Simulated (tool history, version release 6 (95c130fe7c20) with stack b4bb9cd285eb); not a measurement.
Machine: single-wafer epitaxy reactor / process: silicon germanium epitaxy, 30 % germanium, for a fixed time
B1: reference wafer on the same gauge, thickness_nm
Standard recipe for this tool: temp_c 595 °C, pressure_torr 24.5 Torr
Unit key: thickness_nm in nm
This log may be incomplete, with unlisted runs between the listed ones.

run 1 hour=0.0 | temp_c=595 pressure_torr=21.4 | B1=49.392 | thickness_nm=58.151
run 2 hour=73.2 | temp_c=595 pressure_torr=21.4 | B1=49.361 | thickness_nm=58.330
run 3 hour=148.6 | temp_c=586 pressure_torr=24.5 | B1=49.356 | thickness_nm=51.403
run 4 hour=193.1 | temp_c=586 pressure_torr=24.5 | B1=49.338 | thickness_nm=51.197
run 5 hour=279.4 | temp_c=586 pressure_torr=24.5 | B1=49.251 | thickness_nm=51.002
run 6 hour=582.4 | temp_c=595 pressure_torr=23.1 | B1=48.999 | thickness_nm=58.967
run 7 hour=637.4 | temp_c=595 pressure_torr=23.1 | B1=48.870 | thickness_nm=58.389
run 8 hour=680.3 | temp_c=595 pressure_torr=21.2 | B1=48.780 | thickness_nm=57.424
-- hour=740.2 pyrometer calibrated
run 9 hour=762.1 | temp_c=595 pressure_torr=24.5 | B1=48.695 | thickness_nm=58.937
run 10 hour=970.3 | temp_c=590 pressure_torr=24.5 | B1=48.388 | thickness_nm=54.022
run 11 hour=1025.7 | temp_c=595 pressure_torr=21.4 | B1=48.239 | thickness_nm=56.796
-- hour=1093.9 showerhead replaced
run 12 hour=1122.2 | temp_c=607 pressure_torr=26.6 | B1=48.082 | thickness_nm=72.981
-- hour=1128.7 gauge calibrated
run 13 hour=1228.7 | temp_c=605 pressure_torr=24.5 | B1=49.301 | thickness_nm=71.278
-- hour=1298.7 capacitance manometer re-zeroed and calibrated
run 14 hour=1299.2 | temp_c=602 pressure_torr=30.5 | B1=49.251 | thickness_nm=71.452
run 15 hour=1391.5 | temp_c=605 pressure_torr=20.8 | B1=49.244 | thickness_nm=68.657
run 16 hour=1476.7 | temp_c=595 pressure_torr=22.4 | B1=49.211 | thickness_nm=58.738
run 17 hour=1524.8 | temp_c=595 pressure_torr=27.9 | B1=49.160 | thickness_nm=61.723
run 18 hour=1593.6 | temp_c=595 pressure_torr=24.5 | B1=49.090 | thickness_nm=59.760
run 19 hour=1641.8 | temp_c=595 pressure_torr=29.6 | B1=49.061 | thickness_nm=62.214

Alternative continuations, all from the tool just after run 19; predict every row:
run A hour=1642.2 | temp_c=595 pressure_torr=24.5 | B1=? | thickness_nm=?
run B hour=1642.2 | temp_c=595 pressure_torr=22.7 | B1=? | thickness_nm=?
run C hour=1642.2 | temp_c=610 pressure_torr=28.7 | B1=? | thickness_nm=?
run D hour=1642.2 | temp_c=610 pressure_torr=24.5 | B1=? | thickness_nm=?

run=A B1=49.064 thickness_nm=59.691
run=B B1=49.064 thickness_nm=58.692
run=C B1=49.064 thickness_nm=80.316
run=D B1=49.064 thickness_nm=77.413
Take away the tool's hidden state, keep each run's random variation, and the runs would have read:
run=A thickness_nm=59.831
run=B thickness_nm=58.829
run=C thickness_nm=80.504
run=D thickness_nm=77.594

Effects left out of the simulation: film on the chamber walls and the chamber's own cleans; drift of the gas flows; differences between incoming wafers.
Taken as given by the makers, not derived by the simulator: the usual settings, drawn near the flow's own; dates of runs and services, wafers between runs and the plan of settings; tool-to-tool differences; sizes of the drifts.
